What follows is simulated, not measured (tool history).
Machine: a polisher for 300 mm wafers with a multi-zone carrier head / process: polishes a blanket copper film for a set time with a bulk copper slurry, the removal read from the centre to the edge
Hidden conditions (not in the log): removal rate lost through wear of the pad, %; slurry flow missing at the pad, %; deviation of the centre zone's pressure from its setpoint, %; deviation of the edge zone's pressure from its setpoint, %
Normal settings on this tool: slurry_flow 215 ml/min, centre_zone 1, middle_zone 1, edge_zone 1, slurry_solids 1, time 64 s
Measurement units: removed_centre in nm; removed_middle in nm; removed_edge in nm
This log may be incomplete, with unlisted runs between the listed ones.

run    day  slurry_flow  centre_zone  middle_zone  edge_zone  slurry_solids  time  wafers since the last listed run  wafers polished on this pad  hours since the slurry nozzle was cleaned  hours since the centre zone pressure was calibrated  hours since the edge zone pressure was calibrated  hours since the carrier head's membrane was replaced  incoming thickness of the incoming film, nm  removed_centre  removed_middle  removed_edge
  1      0          215          1.1            1          1              1    64                                 0                          933                                      675.6                                                 66.5                                              854.7                                                 780.1                                       4647.7           844.6             748         757.1
  2  0.683          260            1            1          1            1.1    64                               198                         1131                                        692                                                 82.9                                              871.1                                                 796.5                                       4681.9           814.3           779.2         781.5
  3  1.529          215            1            1          1              1    64                               245                         1376                                      712.3                                                103.2                                              891.4                                                 816.8                                       4592.7             781           749.8         759.4
  4  2.408          140            1            1          1              1    64                               254                         1631                                      733.4                                                124.3                                              912.5                                                 837.9                                       4724.4           727.8           702.8           718
  5  3.271          250            1            1       1.06              1    64                               249                         1881                                      754.1                                                  145                                              933.2                                                 858.6                                       4662.1           772.3           753.3         776.9
     3.488  -- slurry nozzle cleaned
  6  4.362          255            1            1          1              1    64                               304                         2185                                         21                                                171.2                                              959.4                                                 884.8                                       4609.1           768.8           740.7         741.3
  7  5.196          215         1.12            1          1            1.3    64                               241                         2427                                         41                                                191.2                                              979.4                                                 904.8                                       4584.2           894.6           784.6         785.3
     5.775  -- carrier head's membrane replaced by a new one
     6.362  -- worn pad replaced by a new one
     7.725  -- edge zone pressure recalibrated
  8   8.15          215            1            1          1            1.2    70                               723                          494                                      111.9                                                262.1                                               10.2                                                    57                                       4674.9           884.7           846.6         861.7
  9      9          155            1            1          1           1.15    51                               246                          740                                      132.3                                                282.5                                               30.6                                                  77.4                                       4696.2           620.3           595.3         605.6
 10  9.829          215            1            1       0.89              1    64                               240                          980                                      152.2                                                302.4                                               50.5                                                  97.3                                         4657           756.3           742.9         703.4

For run 11, what comes out?
 11  11.238          215         1.09            1          1           0.75    83                               408                         1389                                        186                                                336.2                                               84.3                                                 131.1                                       4675.5               ?               ?             ?

{"run 11": {"removed_centre": 992.9, "removed_middle": 878.1, "removed_edge": 900.1}}
Were there no unlogged condition in the tool, this run, its random variation unchanged, would have produced removed_centre 1025.3 nm, removed_middle 897.9 nm, removed_edge 920.4 nm.
